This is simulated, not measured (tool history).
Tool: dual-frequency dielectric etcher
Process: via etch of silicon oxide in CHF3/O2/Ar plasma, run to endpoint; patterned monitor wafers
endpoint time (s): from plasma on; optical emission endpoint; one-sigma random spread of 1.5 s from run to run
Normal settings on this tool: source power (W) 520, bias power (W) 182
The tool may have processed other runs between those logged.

| run | hour | source power (W) | bias power (W) | wafers since the last listed run | hours since the last wet clean | hours since the last source power generator calibration | hours since the last bias power generator calibration | hours since the last upper electrode change | incoming incoming film thickness, nm | endpoint time (s) |
|---|---|---|---|---|---|---|---|---|---|---|
| 1 | 0 | 560 | 166 | 0 | 353.3 | 4248.8 | 4367.3 | 4413.8 | 754.4 | 404.2 |
| 2 | 9.3 | 560 | 166 | 42 | 362.6 | 4258.1 | 4376.6 | 4423.1 | 746.6 | 396.7 |
| 3 | 19 | 560 | 166 | 44 | 372.3 | 4267.8 | 4386.3 | 4432.8 | 754.5 | 403.7 |
| 4 | 33.3 | 560 | 194 | 65 | 386.6 | 4282.1 | 4400.6 | 4447.1 | 751.8 | 374.7 |
| 5 | 39.7 | 450 | 182 | 29 | 393 | 4288.5 | 4407 | 4453.5 | 757.2 | 437 |
| 6 | 47.3 | 520 | 182 | 35 | 400.6 | 4296.1 | 4414.6 | 4461.1 | 745.5 | 397.1 |
| 7 | 62 | 520 | 182 | 67 | 415.3 | 4310.8 | 4429.3 | 4475.8 | 756.1 | 400.6 |
|  | 73.8 | bias power generator calibrated |
| 8 | 74.3 | 520 | 182 | 38 | 427.6 | 4323.1 | 0.5 | 4488.1 | 752.2 | 400.7 |
| 9 | 84 | 520 | 182 | 44 | 437.3 | 4332.8 | 10.2 | 4497.8 | 745.2 | 395.9 |
|  | 94.4 | source power generator calibrated |
|  | 116.9 | wet clean of the chamber |
|  | 132.2 | upper electrode replaced |
| 10 | 132.7 | 490 | 182 | 31 | 15.8 | 38.3 | 58.9 | 0.5 | 748.1 | 411.7 |
| 11 | 133.1 | 520 | 182 | 1 | 16.2 | 38.7 | 59.3 | 0.9 | 749.9 | 397.7 |
| 12 | 133.5 | 520 | 182 | 1 | 16.6 | 39.1 | 59.7 | 1.3 | 750.3 | 398.3 |
| 13 | 137.5 | 520 | 182 | 18 | 20.6 | 43.1 | 63.7 | 5.3 | 747.9 | 399.2 |
| 14 | 151.1 | 520 | 182 | 62 | 34.2 | 56.7 | 77.3 | 18.9 | 750.4 | 400.3 |
| 15 | 168.5 | 550 | 214 | 80 | 51.6 | 74.1 | 94.7 | 36.3 | 751 | 364.2 |
| 16 | 180.7 | 390 | 217 | 56 | 63.8 | 86.3 | 106.9 | 48.5 | 750 | 428.9 |
| 17 | 187.6 | 570 | 159 | 31 | 70.7 | 93.2 | 113.8 | 55.4 | 746.1 | 402.3 |
| 18 | 203.5 | 390 | 196 | 73 | 86.6 | 109.1 | 129.7 | 71.3 | 752 | 452.1 |
| 19 | 215.1 | 630 | 182 | 53 | 98.2 | 120.7 | 141.3 | 82.9 | 743.9 | 361.4 |
| 20 | 222.6 | 520 | 182 | 34 | 105.7 | 128.2 | 148.8 | 90.4 | 753.1 | 401.9 |
| 21 | 235.9 | 560 | 206 | 61 | 119 | 141.5 | 162.1 | 103.7 | 751.2 | 366.6 |
| 22 | 253.3 | 520 | 182 | 80 | 136.4 | 158.9 | 179.5 | 121.1 | 758.2 | 405.4 |
| 23 | 268.8 | 560 | 194 | 71 | 151.9 | 174.4 | 195 | 136.6 | 751.3 | 377.1 |
| 24 | 276.3 | 470 | 136 | 34 | 159.4 | 181.9 | 202.5 | 144.1 | 745.3 | 473.9 |
| 25 | 287.2 | 590 | 158 | 50 | 170.3 | 192.8 | 213.4 | 155 | 760 | 403.1 |
| 26 | 301.4 | 410 | 152 | 65 | 184.5 | 207 | 227.6 | 169.2 | 751 | 491 |
| 27 | 312.7 | 520 | 182 | 52 | 195.8 | 218.3 | 238.9 | 180.5 | 755.9 | 403 |
| 28 | 320.1 | 400 | 182 | 34 | 203.2 | 225.7 | 246.3 | 187.9 | 755.2 | 464.6 |
| 29 | 328.8 | 520 | 182 | 40 | 211.9 | 234.4 | 255 | 196.6 | 753.1 | 403.1 |
| 30 | 337.3 | 520 | 182 | 39 | 220.4 | 242.9 | 263.5 | 205.1 | 754.4 | 402 |
| 31 | 344.9 | 430 | 182 | 35 | 228 | 250.5 | 271.1 | 212.7 | 749.7 | 440.4 |
| 32 | 357.2 | 520 | 182 | 56 | 240.3 | 262.8 | 283.4 | 225 | 752.8 | 401.1 |
| 33 | 366.9 | 440 | 204 | 44 | 250 | 272.5 | 293.1 | 234.7 | 754.8 | 417.7 |
| 34 | 390.8 | 520 | 182 | 110 | 273.9 | 296.4 | 317 | 258.6 | 752.9 | 399.2 |
| 35 | 400.7 | 520 | 170 | 45 | 283.8 | 306.3 | 326.9 | 268.5 | 747.3 | 409.5 |
| 36 | 415.5 | 570 | 196 | 68 | 298.6 | 321.1 | 341.7 | 283.3 | 755.3 | 371.7 |

Hidden state, per run?
etch rate over this chamber's usual, %: 0 across all the runs
source power that arrives over what is set, %: 0 across all the runs
bias power that arrives over what is set, %: 0 across all the runs
